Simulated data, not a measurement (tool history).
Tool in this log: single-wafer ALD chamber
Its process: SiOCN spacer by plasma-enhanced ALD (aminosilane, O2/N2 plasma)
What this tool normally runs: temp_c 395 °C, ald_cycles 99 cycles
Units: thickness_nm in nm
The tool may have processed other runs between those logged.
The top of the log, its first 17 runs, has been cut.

| run | hour | temp_c | ald_cycles | wafers since the last listed run | hours since the last thermocouple change | hours since the gauge calibration | read-back reference wafer on the same gauge, thickness_nm | thickness_nm |
|---|---|---|---|---|---|---|---|---|
|  | 1354 | thermocouple changed; heater temperature recalibrated |
|  | 1374.6 | gauge calibrated |
| 18 | 1385 | 395 | 99 | 79 | 31 | 10.4 | 6.484 | 6.157 |
| 19 | 1448.1 | 395 | 99 | 151 | 94.1 | 73.5 | 6.508 | 6.207 |
| 20 | 1506.8 | 382 | 86 | 141 | 152.8 | 132.2 | 6.523 | 5.39 |
| 21 | 1578.3 | 388 | 99 | 172 | 224.3 | 203.7 | 6.538 | 6.215 |
| 22 | 1750.1 | 400 | 99 | 413 | 396.1 | 375.5 | 6.583 | 6.266 |
| 23 | 1841.6 | 382 | 99 | 220 | 487.6 | 467 | 6.593 | 6.268 |
| 24 | 1933.7 | 395 | 99 | 221 | 579.7 | 559.1 | 6.605 | 6.301 |
| 25 | 1971.7 | 408 | 94 | 91 | 617.7 | 597.1 | 6.609 | 5.864 |
| 26 | 2018.6 | 391 | 99 | 112 | 664.6 | 644 | 6.615 | 6.33 |
| 27 | 2116.9 | 395 | 99 | 236 | 762.9 | 742.3 | 6.629 | 6.33 |
| 28 | 2204.7 | 395 | 113 | 211 | 850.7 | 830.1 | 6.634 | 7.222 |
| 29 | 2289.3 | 386 | 99 | 203 | 935.3 | 914.7 | 6.639 | 6.334 |
| 30 | 2389.2 | 395 | 99 | 240 | 1035.2 | 1014.6 | 6.644 | 6.307 |
| 31 | 2497 | 395 | 99 | 259 | 1143 | 1122.4 | 6.653 | 6.356 |
|  | 2575.5 | thermocouple changed; heater temperature recalibrated |
| 32 | 2586.9 | 399 | 109 | 197 | 11.4 | 1212.3 | 6.654 | 6.96 |

Each row is a separate what-if for the run after 32, all from the same tool condition, not one after another. Results?
| A | 2587.5 | 395 | 99 | 1 | 12 | 1212.9 | ? | ? |
| B | 2587.5 | 388 | 81 | 1 | 12 | 1212.9 | ? | ? |
| C | 2587.5 | 402 | 106 | 1 | 12 | 1212.9 | ? | ? |
| D | 2587.5 | 388 | 114 | 1 | 12 | 1212.9 | ? | ? |
| E | 2587.5 | 383 | 92 | 1 | 12 | 1212.9 | ? | ? |

| run | read-back reference wafer on the same gauge, thickness_nm | thickness_nm |
|---|---|---|
| A | 6.652 | 6.332 |
| B | 6.652 | 5.181 |
| C | 6.652 | 6.756 |
| D | 6.652 | 7.292 |
| E | 6.652 | 5.884 |
Stripped of hidden state, with their random variation kept, the same runs would have yielded:
| run | thickness_nm |
|---|---|
| A | 6.168 |
| B | 5.047 |
| C | 6.581 |
| D | 7.103 |
| E | 5.732 |
